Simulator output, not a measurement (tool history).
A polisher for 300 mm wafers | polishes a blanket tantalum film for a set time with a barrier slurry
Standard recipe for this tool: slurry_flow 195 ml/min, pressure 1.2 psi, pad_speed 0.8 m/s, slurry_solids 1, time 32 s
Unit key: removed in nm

run    hour  slurry_flow  pressure  pad_speed  slurry_solids  time  wafers since the last listed run  wafers polished on this pad  hours since the slurry nozzle was cleaned  hours since the head pressure was calibrated  hours since the slurry blender was calibrated  incoming thickness of the incoming film, nm  removed
  1       0          240       1.2        0.8              1    32                                 0                         5962                                      597.1                                         412.5                                           99.6                                        350.6     23.2
  2    99.6          240       1.2        0.8              1    32                              1379                         7342                                      696.7                                         512.1                                          199.2                                        355.3     23.7
      103.8  -- worn pad replaced by a new one
      250.6  -- slurry nozzle cleaned
      354.6  -- slurry blender recalibrated
  3   360.7          240       1.2        0.8              1    32                              3519                         3517                                      110.1                                         773.2                                            6.1                                        356.6     23.5
  4   467.1          195       1.2        0.8              1    32                              1473                         4991                                      216.5                                         879.6                                          112.5                                        349.2     23.2
  5   551.2          195       1.2        0.8              1    32                              1164                         6155                                      300.6                                         963.7                                          196.6                                        349.5     22.7
      587.1  -- head pressure recalibrated
  6   656.8          195       1.2        0.8              1    32                              1434                         7590                                      406.2                                          69.7                                          302.2                                        345.3     23.1
      693.7  -- worn pad replaced by a new one
  7   741.7          195       1.2        0.8              1    32                              1120                          664                                      491.1                                         154.6                                          387.1                                        352.4     22.8
  8   781.4          195       1.2        0.8              1    32                               549                         1214                                      530.8                                         194.3                                          426.8                                        346.6       23
  9   872.8          195       1.2        0.8              1    32                              1265                         2480                                      622.2                                         285.7                                          518.2                                          352     23.1
      952.6  -- slurry blender recalibrated
 10   961.3          195       1.2        0.8            1.1    32                              1198                         3678                                      710.7                                         374.2                                            8.7                                        349.4       24
 11  1024.4          195       1.2        0.8            1.1    32                               873                         4552                                      773.8                                         437.3                                           71.8                                        345.2     23.7
 12  1099.9          195       1.2        0.8              1    32                              1045                         5598                                      849.3                                         512.8                                          147.3                                          347     23.2
 13  1181.1          195       1.1        0.8              1    23                              1124                         6723                                      930.5                                           594                                          228.5                                        349.2     15.7
     1192.2  -- slurry nozzle cleaned
     1257.1  -- worn pad replaced by a new one
 14  1257.6          195       1.2        0.8              1    32                               990                            7                                       65.4                                         670.5                                            305                                        350.6     22.2
 15  1355.7          195       1.2          1              1    42                              1358                         1366                                      163.5                                         768.6                                          403.1                                        344.9     37.9
     1401.5  -- slurry blender recalibrated
 16  1452.7          195       1.2        0.8              1    28                              1315                         2682                                      260.5                                         865.6                                           51.2                                        356.6     20.1
 17  1501.6          240       1.2        0.8              1    32                               677                         3359                                      309.4                                         914.5                                          100.1                                        349.7     23.1
 18  1539.6          220       0.9        0.8              1    32                               526                         3885                                      347.4                                         952.5                                          138.1                                        349.1     19.4
 19  1598.8          140       0.8        0.8              1    27                               819                         4705                                      406.6                                        1011.7                                          197.3                                        353.4     14.4
       1686  -- head pressure recalibrated
 20  1690.5          195       1.2        0.8              1    23                              1242                         5948                                      498.3                                           4.5                                            289                                        350.5     16.2
     1777.8  -- worn pad replaced by a new one
 21  1779.3          260       1.2        0.8           0.85    26                              1174                           20                                      587.1                                          93.3                                          377.8                                        343.2       18
 22  1871.8          130       1.5        0.8            0.7    24                              1281                         1302                                      679.6                                         185.8                                          470.3                                        343.9     16.2
 23  1950.8          195       1.4        0.8              1    32                              1094                         2396                                      758.6                                         264.8                                          549.3                                        349.6       25
     1963.4  -- slurry blender recalibrated
 24  2001.7          195       1.4        0.8            1.2    23                               677                         3073                                      809.5                                         315.7                                           38.3                                          349     19.2
 25  2042.7          195       1.2        0.8              1    32                               567                         3641                                      850.5                                         356.7                                           79.3                                        352.5     22.6
     2073.2  -- slurry nozzle cleaned
 26  2130.9          250       1.2        0.8              1    29                              1207                         4849                                       57.7                                         444.9                                          167.5                                        354.9     21.6
 27    2217          265       1.2        0.8              1    32                              1192                         6041                                      143.8                                           531                                          253.6                                        349.6     23.9
     2302.9  -- worn pad replaced by a new one
 28  2324.5          245       1.1       0.58            1.1    32                              1433                          299                                      251.3                                         638.5                                          361.1                                        349.4     16.6
 29  2375.1          175       1.2        0.8              1    21                               700                          999                                      301.9                                         689.1                                          411.7                                        354.9     14.8

Alternative continuations, all from the tool just after run 29; predict every row:
  A  2375.5          195       1.2        0.8              1    32                                 5                         1005                                      302.3                                         689.5                                          412.1                                        349.1        ?
  B  2375.5          195         1        0.8              1    32                                 5                         1005                                      302.3                                         689.5                                          412.1                                        349.1        ?
  C  2375.5          145       1.2        0.8           0.75    32                                 5                         1005                                      302.3                                         689.5                                          412.1                                        349.1        ?
  D  2375.5          195       0.9        0.8           0.85    32                                 5                         1005                                      302.3                                         689.5                                          412.1                                        349.1        ?
  E  2375.5          195       1.5       0.52              1    32                                 5                         1005                                      302.3                                         689.5                                          412.1                                        349.1        ?

run  removed
  A     22.9
  B     20.4
  C     19.2
  D       18
  E     17.3
Stripped of hidden state, with their random variation kept, the same runs would have yielded:
run  removed
  A     22.9
  B     20.4
  C     19.2
  D       18
  E     17.3

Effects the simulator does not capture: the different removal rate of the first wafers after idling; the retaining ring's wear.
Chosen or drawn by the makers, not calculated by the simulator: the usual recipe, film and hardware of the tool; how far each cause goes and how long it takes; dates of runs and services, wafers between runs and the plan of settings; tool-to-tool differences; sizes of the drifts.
